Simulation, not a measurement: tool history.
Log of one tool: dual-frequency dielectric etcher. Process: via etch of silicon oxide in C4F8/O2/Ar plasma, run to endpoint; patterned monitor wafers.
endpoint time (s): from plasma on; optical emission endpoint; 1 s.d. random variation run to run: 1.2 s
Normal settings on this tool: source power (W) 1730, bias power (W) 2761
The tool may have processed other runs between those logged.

| run | day | source power (W) | bias power (W) | wafers since the last listed run | hours since the last wet clean | hours since the last source power generator calibration | hours since the last bias power generator calibration | hours since the last upper electrode change | incoming incoming film thickness, nm | endpoint time (s) |
|---|---|---|---|---|---|---|---|---|---|---|
| 1 | 0 | 1730 | 2761 | 0 | 368.2 | 3923.4 | 3439.6 | 3828 | 1106.8 | 206.4 |
| 2 | 1.45 | 1730 | 2761 | 207 | 403 | 3958.2 | 3474.4 | 3862.8 | 1108 | 206.2 |
|  | 3.088 | wet clean of the chamber |
| 3 | 3.108 | 1730 | 2761 | 94 | 0.5 | 3998 | 3514.2 | 3902.6 | 1122.4 | 204.8 |
| 4 | 3.45 | 1730 | 2761 | 48 | 8.7 | 4006.2 | 3522.4 | 3910.8 | 1105.5 | 201.1 |
| 5 | 4.558 | 1730 | 2761 | 158 | 35.3 | 4032.8 | 3549 | 3937.4 | 1097.4 | 200.8 |
| 6 | 5.471 | 1730 | 2761 | 130 | 57.2 | 4054.7 | 3570.9 | 3959.3 | 1105.3 | 200.5 |
| 7 | 6.458 | 1730 | 2761 | 141 | 80.9 | 4078.4 | 3594.6 | 3983 | 1110.5 | 202.9 |
|  | 7.433 | source power generator calibrated |
| 8 | 7.733 | 1730 | 2761 | 158 | 111.5 | 7.2 | 3625.2 | 4013.6 | 1107.5 | 200.8 |
| 9 | 8.479 | 1730 | 2761 | 106 | 129.4 | 25.1 | 3643.1 | 4031.5 | 1114 | 200.3 |
| 10 | 9.346 | 1730 | 2761 | 124 | 150.2 | 45.9 | 3663.9 | 4052.3 | 1096.4 | 199.5 |
| 11 | 10.338 | 1730 | 2761 | 141 | 174 | 69.7 | 3687.7 | 4076.1 | 1112.8 | 200.9 |
| 12 | 11.533 | 1730 | 2428 | 171 | 202.7 | 98.4 | 3716.4 | 4104.8 | 1108.2 | 208.9 |
|  | 12.271 | bias power generator calibrated |
| 13 | 12.679 | 1730 | 2161 | 140 | 230.2 | 125.9 | 9.8 | 4132.3 | 1103.9 | 213.7 |
| 14 | 13.35 | 1310 | 2761 | 96 | 246.3 | 142 | 25.9 | 4148.4 | 1108.4 | 241.7 |
|  | 14.5 | wet clean of the chamber, repeated, since the last time left the tool worse |
| 15 | 15.571 | 1730 | 2945 | 174 | 25.7 | 195.3 | 79.2 | 4201.7 | 1103.4 | 209.8 |
|  | 17.208 | upper electrode replaced |
| 16 | 17.229 | 1880 | 2207 | 94 | 65.5 | 235.1 | 119 | 0.5 | 1103.7 | 216.8 |
| 17 | 17.846 | 1460 | 2329 | 88 | 80.3 | 249.9 | 133.8 | 15.3 | 1105.9 | 251.2 |
| 18 | 19.058 | 1730 | 2761 | 173 | 109.4 | 279 | 162.9 | 44.4 | 1110.4 | 213.8 |
| 19 | 20.042 | 2150 | 3332 | 140 | 133 | 302.6 | 186.5 | 68 | 1105.5 | 174.5 |
| 20 | 20.808 | 1540 | 2336 | 109 | 151.4 | 321 | 204.9 | 86.4 | 1100.1 | 240.2 |
| 21 | 21.392 | 1730 | 2963 | 83 | 165.4 | 335 | 218.9 | 100.4 | 1115.3 | 208.9 |
| 22 | 22.188 | 1420 | 2761 | 113 | 184.5 | 354.1 | 238 | 119.5 | 1117.3 | 243 |
| 23 | 23.096 | 1730 | 2360 | 130 | 206.3 | 375.9 | 259.8 | 141.3 | 1104.3 | 223.1 |
| 24 | 24.4 | 1730 | 3244 | 186 | 237.6 | 407.2 | 291.1 | 172.6 | 1101 | 198.9 |
| 25 | 25.629 | 1730 | 2761 | 175 | 267.1 | 436.7 | 320.6 | 202.1 | 1115.9 | 211.1 |
| 26 | 26.488 | 1730 | 2761 | 122 | 287.7 | 457.3 | 341.2 | 222.7 | 1113.4 | 210 |
| 27 | 27.9 | 1730 | 2761 | 202 | 321.6 | 491.2 | 375.1 | 256.6 | 1106.6 | 208.5 |
| 28 | 28.821 | 2090 | 2761 | 131 | 343.7 | 513.3 | 397.2 | 278.7 | 1104.2 | 184.9 |
| 29 | 29.533 | 1730 | 2761 | 101 | 360.8 | 530.4 | 414.3 | 295.8 | 1100.7 | 206.5 |
|  | 30.658 | wet clean of the chamber |
| 30 | 30.954 | 1500 | 2473 | 60 | 7.1 | 564.5 | 448.4 | 329.9 | 1116.2 | 243.3 |
| 31 | 31.583 | 2100 | 2761 | 90 | 22.2 | 579.6 | 463.5 | 345 | 1114.9 | 190 |
| 32 | 32.283 | 1730 | 3146 | 100 | 39 | 596.4 | 480.3 | 361.8 | 1117.4 | 204.4 |
| 33 | 33.442 | 1730 | 2761 | 165 | 66.8 | 624.2 | 508.1 | 389.6 | 1107.3 | 210.3 |
| 34 | 34.242 | 1530 | 2761 | 114 | 86 | 643.4 | 527.3 | 408.8 | 1118.5 | 233 |
| 35 | 35.608 | 1430 | 3263 | 195 | 118.8 | 676.2 | 560.1 | 441.6 | 1094.6 | 224.3 |

Some steps in endpoint time (s), run to run, broken into two amounts with sign: the step expected even without the hidden condition (settings, incoming material, random variation), and the rest, left for the hidden condition together with whatever gauge scatter is not in both the measured and the hidden-condition-free result:
What the log doesn't record here: etch rate over this chamber's usual, %; source power that arrives over what is set, %; bias power that arrives over what is set, %.
Run 2 -> 3: wet clean of the chamber. endpoint time (s) -1.4: hidden state -4.7, all else +3.3.
Run 14 -> 15: source power (W) 1310 -> 1730, bias power (W) 2761 -> 2945, wet clean of the chamber, repeated, since the last time left the tool worse. endpoint time (s) -31.9: hidden state +16.1, all else -48.
Run 18 -> 19: source power (W) 1730 -> 2150, bias power (W) 2761 -> 3332. endpoint time (s) -39.3: hidden state +0, all else -39.3.
Run 19 -> 20: source power (W) 2150 -> 1540, bias power (W) 3332 -> 2336. endpoint time (s) +65.7: hidden state -0.7, all else +66.4.
Run 29 -> 30: source power (W) 1730 -> 1500, bias power (W) 2761 -> 2473, wet clean of the chamber. endpoint time (s) +36.8: hidden state +4.2, all else +32.6.
Run 30 -> 31: source power (W) 1500 -> 2100, bias power (W) 2473 -> 2761. endpoint time (s) -53.3: hidden state -0.2, all else -53.1.
